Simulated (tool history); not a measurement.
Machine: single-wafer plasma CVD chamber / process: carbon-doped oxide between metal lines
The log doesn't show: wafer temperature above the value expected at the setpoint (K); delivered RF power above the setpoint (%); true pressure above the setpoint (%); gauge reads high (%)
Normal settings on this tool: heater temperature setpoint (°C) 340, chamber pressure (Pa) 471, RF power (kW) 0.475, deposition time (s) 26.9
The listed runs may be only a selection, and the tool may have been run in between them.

run,hour,heater temperature setpoint (°C),chamber pressure (Pa),RF power (kW),deposition time (s),wafers since the last listed run,hours since the last thermocouple change,hours since the last RF generator calibration,hours since the last manometer calibration,hours since the showerhead was replaced,hours since the gauge calibration,"read-back reference wafer on the same gauge, thickness_nm",mean film thickness on the monitor wafer (Å)
1,0,336,471,0.475,26.9,0,2371,1494.8,1519.6,5677.6,69.8,147.993,1326.52
2,10.1,340,471,0.51,26.9,276,2381.1,1504.9,1529.7,5687.7,79.9,147.872,1379.36
3,17.7,340,471,0.475,26.9,208,2388.7,1512.5,1537.3,5695.3,87.5,147.981,1309.42
4,25.9,340,471,0.475,26.9,224,2396.9,1520.7,1545.5,5703.5,95.7,148.036,1307.65
# hour 37.7: gauge calibrated
5,40.1,340,471,0.475,26.9,389,2411.1,1534.9,1559.7,5717.7,2.4,147.961,1306.83
# hour 54.6: showerhead replaced, of another model than before
6,55.1,334,444,0.475,26.9,191,2426.1,1549.9,1574.7,0.5,17.4,148.042,1284.92
7,68.7,334,444,0.475,26.9,372,2439.7,1563.5,1588.3,14.1,31,148.075,1281.22
8,86.8,334,444,0.475,26.9,496,2457.8,1581.6,1606.4,32.2,49.1,148.017,1279.29
# hour 97: thermocouple changed; heater temperature recalibrated
# hour 103.1: capacitance manometer re-zeroed and calibrated
9,103.6,325,471,0.475,31.8,74,6.6,1598.4,0.5,49,65.9,148.037,1556.72
10,108.2,340,471,0.475,26.9,126,11.2,1603,5.1,53.6,70.5,148.029,1260.01
# hour 123.8: RF generator calibrated
11,124.3,340,505,0.475,26.9,222,27.3,0.5,21.2,69.7,86.6,147.972,1393.31
12,129.9,340,471,0.475,26.9,153,32.9,6.1,26.8,75.3,92.2,147.999,1376.83
# hour 140: gauge calibrated
13,141.9,340,471,0.475,26.9,329,44.9,18.1,38.8,87.3,1.9,147.975,1378.93
14,152.4,340,471,0.475,23.2,287,55.4,28.6,49.3,97.8,12.4,147.942,1196.38
15,169.3,333,471,0.435,26.9,463,72.3,45.5,66.2,114.7,29.3,148.066,1274.8
16,180.5,340,471,0.475,24.3,307,83.5,56.7,77.4,125.9,40.5,147.948,1245.24

Branching from run 16: 4 alternative next runs. What would each branch give?
A,180.9,340,471,0.475,26.9,10,83.9,57.1,77.8,126.3,40.9,?,?
B,180.9,348,471,0.475,26.9,10,83.9,57.1,77.8,126.3,40.9,?,?
C,180.9,348,433,0.44,21.7,10,83.9,57.1,77.8,126.3,40.9,?,?
D,180.9,344,471,0.475,30.1,10,83.9,57.1,77.8,126.3,40.9,?,?

run,"read-back reference wafer on the same gauge, thickness_nm",mean film thickness on the monitor wafer (Å)
A,147.999,1377.45
B,147.999,1348.65
C,147.999,995.62
D,147.999,1522.43
Take away the tool's hidden state, keep each run's random variation, and the runs would have read:
run,mean film thickness on the monitor wafer (Å)
A,1384.5
B,1355.55
C,1001.52
D,1530.22

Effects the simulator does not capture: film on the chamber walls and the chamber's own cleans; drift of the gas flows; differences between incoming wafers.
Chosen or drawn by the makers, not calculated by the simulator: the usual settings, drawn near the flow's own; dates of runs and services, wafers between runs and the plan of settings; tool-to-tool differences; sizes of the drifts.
